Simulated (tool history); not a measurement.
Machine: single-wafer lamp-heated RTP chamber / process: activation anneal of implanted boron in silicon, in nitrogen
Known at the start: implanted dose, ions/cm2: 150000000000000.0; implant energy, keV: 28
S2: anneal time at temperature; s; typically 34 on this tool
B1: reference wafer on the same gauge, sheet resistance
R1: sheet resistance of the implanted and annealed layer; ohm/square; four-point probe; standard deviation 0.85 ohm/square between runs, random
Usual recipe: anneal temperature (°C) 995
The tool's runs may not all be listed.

run 1 hour=0 | anneal_temperature_(°C)=995 S2=34 | B1=589.33 | R1=563.92
run 2 hour=31.8 | anneal_temperature_(°C)=995 S2=34 | B1=588.71 | R1=564.36
-- hour=62.4 pyrometer window cleaned and pyrometer calibrated
run 3 hour=62.9 | anneal_temperature_(°C)=995 S2=34 | B1=588.89 | R1=563.11
run 4 hour=88.5 | anneal_temperature_(°C)=995 S2=34 | B1=589 | R1=564.02
run 5 hour=121.9 | anneal_temperature_(°C)=972 S2=34 | B1=588.61 | R1=570.39
run 6 hour=175.4 | anneal_temperature_(°C)=972 S2=34 | B1=588.51 | R1=570.32
run 7 hour=240.7 | anneal_temperature_(°C)=1009 S2=34 | B1=588.5 | R1=562.46
run 8 hour=273.8 | anneal_temperature_(°C)=995 S2=34 | B1=588.32 | R1=563.65
run 9 hour=326.2 | anneal_temperature_(°C)=995 S2=34 | B1=588.46 | R1=564.37
run 10 hour=376.6 | anneal_temperature_(°C)=995 S2=34 | B1=588.51 | R1=562.72
-- hour=386.8 reflector plate cleaned
run 11 hour=439.4 | anneal_temperature_(°C)=995 S2=34 | B1=587.85 | R1=563.39
-- hour=496.8 pyrometer window cleaned and pyrometer calibrated
run 12 hour=497.3 | anneal_temperature_(°C)=974 S2=34 | B1=587.78 | R1=569.37
run 13 hour=558.7 | anneal_temperature_(°C)=995 S2=34 | B1=587.92 | R1=561.96
run 14 hour=587.4 | anneal_temperature_(°C)=995 S2=34 | B1=587.64 | R1=563.56
run 15 hour=634.1 | anneal_temperature_(°C)=995 S2=34 | B1=587.63 | R1=561.7
run 16 hour=677.4 | anneal_temperature_(°C)=995 S2=34 | B1=587.63 | R1=561.95
-- hour=796.7 reflector plate cleaned
run 17 hour=837.3 | anneal_temperature_(°C)=995 S2=34 | B1=587.21 | R1=562.45
-- hour=859.3 pyrometer window cleaned and pyrometer calibrated
run 18 hour=869.7 | anneal_temperature_(°C)=1015 S2=23 | B1=586.38 | R1=562.04
run 19 hour=919.5 | anneal_temperature_(°C)=969 S2=18 | B1=586.81 | R1=574
run 20 hour=974 | anneal_temperature_(°C)=995 S2=34 | B1=586.02 | R1=561.35
run 21 hour=999.7 | anneal_temperature_(°C)=971 S2=49 | B1=586.22 | R1=565.73
run 22 hour=1036.2 | anneal_temperature_(°C)=965 S2=26 | B1=585.89 | R1=575.57
run 23 hour=1097.2 | anneal_temperature_(°C)=1015 S2=40 | B1=585.01 | R1=556.82
-- hour=1211.5 pyrometer window cleaned and pyrometer calibrated
-- hour=1216.7 reflector plate cleaned
run 24 hour=1252.1 | anneal_temperature_(°C)=1024 S2=34 | B1=584.21 | R1=559.21
run 25 hour=1313.4 | anneal_temperature_(°C)=995 S2=34 | B1=583.94 | R1=558.32
run 26 hour=1391.6 | anneal_temperature_(°C)=995 S2=34 | B1=583.14 | R1=558.39
-- hour=1416.6 gauge calibrated
run 27 hour=1427.2 | anneal_temperature_(°C)=995 S2=34 | B1=589.56 | R1=564.98
run 28 hour=1478.6 | anneal_temperature_(°C)=995 S2=34 | B1=589.51 | R1=563.85
run 29 hour=1533.4 | anneal_temperature_(°C)=995 S2=26 | B1=589.36 | R1=564.66
-- hour=1558.1 pyrometer window cleaned and pyrometer calibrated
run 30 hour=1564.1 | anneal_temperature_(°C)=995 S2=34 | B1=589.61 | R1=565.21
run 31 hour=1598.1 | anneal_temperature_(°C)=995 S2=29 | B1=589.25 | R1=564.94
run 32 hour=1638.4 | anneal_temperature_(°C)=981 S2=21 | B1=589.22 | R1=569.52
-- hour=1671.6 reflector plate cleaned
run 33 hour=1702.8 | anneal_temperature_(°C)=974 S2=48 | B1=589.39 | R1=568.42
run 34 hour=1741 | anneal_temperature_(°C)=979 S2=34 | B1=589.81 | R1=568.92
run 35 hour=1781.1 | anneal_temperature_(°C)=1021 S2=34 | B1=589.27 | R1=563.2
run 36 hour=1822.4 | anneal_temperature_(°C)=1016 S2=28 | B1=589.14 | R1=563.13

Predict each of these 4 candidate next runs independently; none follows another, all start after run 36:
run A hour=1822.8 | anneal_temperature_(°C)=995 S2=34 | B1=? | R1=?
run B hour=1822.8 | anneal_temperature_(°C)=1012 S2=47 | B1=? | R1=?
run C hour=1822.8 | anneal_temperature_(°C)=966 S2=16 | B1=? | R1=?
run D hour=1822.8 | anneal_temperature_(°C)=983 S2=21 | B1=? | R1=?

run=A B1=589.14 R1=564.41
run=B B1=589.14 R1=562.41
run=C B1=589.14 R1=581.83
run=D B1=589.14 R1=568.67
Without the tool's unlogged condition, the same runs would have read:
run=A R1=564.23
run=B R1=562.23
run=C R1=581.64
run=D R1=568.49

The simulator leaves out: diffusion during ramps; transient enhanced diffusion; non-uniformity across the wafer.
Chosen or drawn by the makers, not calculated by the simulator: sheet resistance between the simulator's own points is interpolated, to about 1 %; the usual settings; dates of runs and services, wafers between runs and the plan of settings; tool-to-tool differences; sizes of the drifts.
